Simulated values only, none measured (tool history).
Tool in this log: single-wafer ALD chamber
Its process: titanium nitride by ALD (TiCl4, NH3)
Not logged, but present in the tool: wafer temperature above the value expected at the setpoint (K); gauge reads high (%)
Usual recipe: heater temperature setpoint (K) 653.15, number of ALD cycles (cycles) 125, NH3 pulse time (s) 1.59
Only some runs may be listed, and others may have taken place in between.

run,hour,heater temperature setpoint (K),number of ALD cycles (cycles),NH3 pulse time (s),wafers since the last listed run,hours since the last thermocouple change,hours since the showerhead was replaced,hours since the gauge calibration,"read-back reference wafer on the same gauge, thickness_nm",mean film thickness on the monitor wafer (Å)
1,0.0,643.15,125,1.28,0,2385.6,7440.7,754.2,2.225,24.37
2,34.8,643.15,125,1.28,105,2420.4,7475.5,789.0,2.227,24.44
3,66.9,643.15,125,1.28,97,2452.5,7507.6,821.1,2.229,24.37
4,100.8,653.15,125,1.59,102,2486.4,7541.5,855.0,2.234,25.29
5,114.0,653.15,125,1.59,39,2499.6,7554.7,868.2,2.234,25.40
6,130.4,653.15,125,1.59,49,2516.0,7571.1,884.6,2.234,25.38
7,151.6,653.15,125,1.17,64,2537.2,7592.3,905.8,2.237,24.74
8,172.9,653.15,125,1.17,64,2558.5,7613.6,927.1,2.239,24.60
9,205.0,653.15,125,1.59,97,2590.6,7645.7,959.2,2.242,25.51
10,239.5,653.15,125,1.59,104,2625.1,7680.2,993.7,2.245,25.45
11,260.5,653.15,125,1.59,63,2646.1,7701.2,1014.7,2.246,25.59
# hour 273.4: showerhead replaced
12,279.8,653.15,125,1.59,34,2665.4,6.4,1034.0,2.251,25.48
# hour 318.6: gauge calibrated
# hour 332.1: thermocouple changed; heater temperature recalibrated
13,332.6,653.15,125,1.18,135,0.5,59.2,14.0,2.187,24.18
14,344.8,653.15,125,1.18,36,12.7,71.4,26.2,2.187,24.10
15,368.9,653.15,125,1.18,72,36.8,95.5,50.3,2.189,24.12
16,418.9,657.15,125,1.59,151,86.8,145.5,100.3,2.189,24.85
17,475.2,653.15,125,1.59,170,143.1,201.8,156.6,2.191,24.90
18,490.9,653.15,125,1.59,47,158.8,217.5,172.3,2.189,24.89
19,516.1,647.15,105,2.17,76,184.0,242.7,197.5,2.191,21.36
20,542.9,645.15,113,1.05,81,210.8,269.5,224.3,2.190,21.17
21,565.1,653.15,105,1.08,67,233.0,291.7,246.5,2.192,20.09
22,586.1,645.15,125,1.41,63,254.0,312.7,267.5,2.191,24.46
23,599.9,653.15,145,2.16,41,267.8,326.5,281.3,2.193,29.49
24,618.6,653.15,125,1.59,56,286.5,345.2,300.0,2.193,24.94
25,634.5,653.15,125,1.59,48,302.4,361.1,315.9,2.194,25.03
26,660.7,659.15,125,1.59,79,328.6,387.3,342.1,2.193,25.12
27,673.2,653.15,125,1.59,37,341.1,399.8,354.6,2.194,25.02
28,688.8,660.15,137,1.27,47,356.7,415.4,370.2,2.195,27.09
29,705.8,653.15,125,1.59,51,373.7,432.4,387.2,2.195,24.89
30,735.3,653.15,125,1.59,89,403.2,461.9,416.7,2.196,24.97
31,767.7,664.15,149,1.98,98,435.6,494.3,449.1,2.198,30.56
32,786.6,665.15,139,1.31,57,454.5,513.2,468.0,2.199,27.72
33,808.3,653.15,125,1.59,65,476.2,534.9,489.7,2.199,24.95
34,840.8,638.15,125,2.09,98,508.7,567.4,522.2,2.199,25.03
35,871.9,653.15,125,1.59,94,539.8,598.5,553.3,2.204,25.04
36,898.3,664.15,101,1.59,79,566.2,624.9,579.7,2.206,20.52
37,933.1,659.15,144,1.84,105,601.0,659.7,614.5,2.208,29.44
38,965.6,653.15,125,1.12,98,633.5,692.2,647.0,2.208,24.18
39,978.1,653.15,125,1.59,37,646.0,704.7,659.5,2.209,25.12

Same runs, no hidden state in the tool, same run-to-run variation:
run,mean film thickness on the monitor wafer (Å)
1,23.99
2,24.03
3,23.93
4,24.80
5,24.91
6,24.87
7,24.22
8,24.06
9,24.93
10,24.84
11,24.94
12,24.82
13,24.19
14,24.11
15,24.13
16,24.86
17,24.90
18,24.89
19,21.36
20,21.16
21,20.07
22,24.44
23,29.46
24,24.90
25,24.99
26,25.08
27,24.97
28,27.03
29,24.83
30,24.90
31,30.45
32,27.61
33,24.84
34,24.90
35,24.89
36,20.39
37,29.23
38,23.99
39,24.90
